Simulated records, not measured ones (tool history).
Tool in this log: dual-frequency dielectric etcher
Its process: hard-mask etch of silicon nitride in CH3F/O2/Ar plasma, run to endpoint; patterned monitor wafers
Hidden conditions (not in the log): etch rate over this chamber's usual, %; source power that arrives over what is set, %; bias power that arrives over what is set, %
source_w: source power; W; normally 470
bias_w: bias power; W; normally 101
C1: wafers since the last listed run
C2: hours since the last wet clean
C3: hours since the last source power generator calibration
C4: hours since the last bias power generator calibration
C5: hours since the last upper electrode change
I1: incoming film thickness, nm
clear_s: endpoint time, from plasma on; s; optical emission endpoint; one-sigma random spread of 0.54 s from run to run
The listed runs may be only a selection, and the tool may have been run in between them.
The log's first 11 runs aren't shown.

run 12 hour=368 | source_w=470 bias_w=101 | C1=306 C2=400.6 C3=146.1 C4=1891.5 C5=88.5 | I1=54.8 | clear_s=77.2
run 13 hour=404 | source_w=500 bias_w=101 | C1=329 C2=436.6 C3=182.1 C4=1927.5 C5=124.5 | I1=55.1 | clear_s=77
-- hour=410.7 bias power generator calibrated
run 14 hour=432.7 | source_w=470 bias_w=101 | C1=226 C2=465.3 C3=210.8 C4=22 C5=153.2 | I1=54.9 | clear_s=77.5
run 15 hour=455.7 | source_w=470 bias_w=101 | C1=210 C2=488.3 C3=233.8 C4=45 C5=176.2 | I1=55.5 | clear_s=78.3
run 16 hour=472.7 | source_w=400 bias_w=93 | C1=155 C2=505.3 C3=250.8 C4=62 C5=193.2 | I1=55.2 | clear_s=83
run 17 hour=485.5 | source_w=470 bias_w=101 | C1=117 C2=518.1 C3=263.6 C4=74.8 C5=206 | I1=54.3 | clear_s=78.6
run 18 hour=507.4 | source_w=400 bias_w=101 | C1=200 C2=540 C3=285.5 C4=96.7 C5=227.9 | I1=54.9 | clear_s=80.8
run 19 hour=520.7 | source_w=470 bias_w=101 | C1=121 C2=553.3 C3=298.8 C4=110 C5=241.2 | I1=55.2 | clear_s=77.4
-- hour=560.4 wet clean of the chamber
run 20 hour=560.9 | source_w=420 bias_w=117 | C1=148 C2=0.5 C3=339 C4=150.2 C5=281.4 | I1=55.4 | clear_s=70.7
run 21 hour=579 | source_w=470 bias_w=101 | C1=165 C2=18.6 C3=357.1 C4=168.3 C5=299.5 | I1=54.9 | clear_s=74.5
run 22 hour=601.4 | source_w=410 bias_w=101 | C1=205 C2=41 C3=379.5 C4=190.7 C5=321.9 | I1=55 | clear_s=77.5
run 23 hour=620 | source_w=410 bias_w=116 | C1=170 C2=59.6 C3=398.1 C4=209.3 C5=340.5 | I1=54.2 | clear_s=70
run 24 hour=648.1 | source_w=420 bias_w=117 | C1=257 C2=87.7 C3=426.2 C4=237.4 C5=368.6 | I1=55.4 | clear_s=71.7
run 25 hour=730.6 | source_w=570 bias_w=121 | C1=755 C2=170.2 C3=508.7 C4=319.9 C5=451.1 | I1=54.7 | clear_s=66.3
run 26 hour=754.5 | source_w=550 bias_w=125 | C1=218 C2=194.1 C3=532.6 C4=343.8 C5=475 | I1=55.1 | clear_s=65.9
run 27 hour=784.2 | source_w=470 bias_w=101 | C1=272 C2=223.8 C3=562.3 C4=373.5 C5=504.7 | I1=55 | clear_s=75.9
run 28 hour=819.3 | source_w=520 bias_w=82 | C1=321 C2=258.9 C3=597.4 C4=408.6 C5=539.8 | I1=54.9 | clear_s=83.6
run 29 hour=840.9 | source_w=360 bias_w=112 | C1=197 C2=280.5 C3=619 C4=430.2 C5=561.4 | I1=54.5 | clear_s=74.1
run 30 hour=873.8 | source_w=520 bias_w=115 | C1=301 C2=313.4 C3=651.9 C4=463.1 C5=594.3 | I1=54.1 | clear_s=69.2

What will run 31 give?
run 31 hour=890.3 | source_w=570 bias_w=87 | C1=151 C2=329.9 C3=668.4 C4=479.6 C5=610.8 | I1=54.6 | clear_s=?

clear_s: 79.9 s
With the hidden condition absent and the run-to-run variation left alone, this run would have shown clear_s 78.4 s.

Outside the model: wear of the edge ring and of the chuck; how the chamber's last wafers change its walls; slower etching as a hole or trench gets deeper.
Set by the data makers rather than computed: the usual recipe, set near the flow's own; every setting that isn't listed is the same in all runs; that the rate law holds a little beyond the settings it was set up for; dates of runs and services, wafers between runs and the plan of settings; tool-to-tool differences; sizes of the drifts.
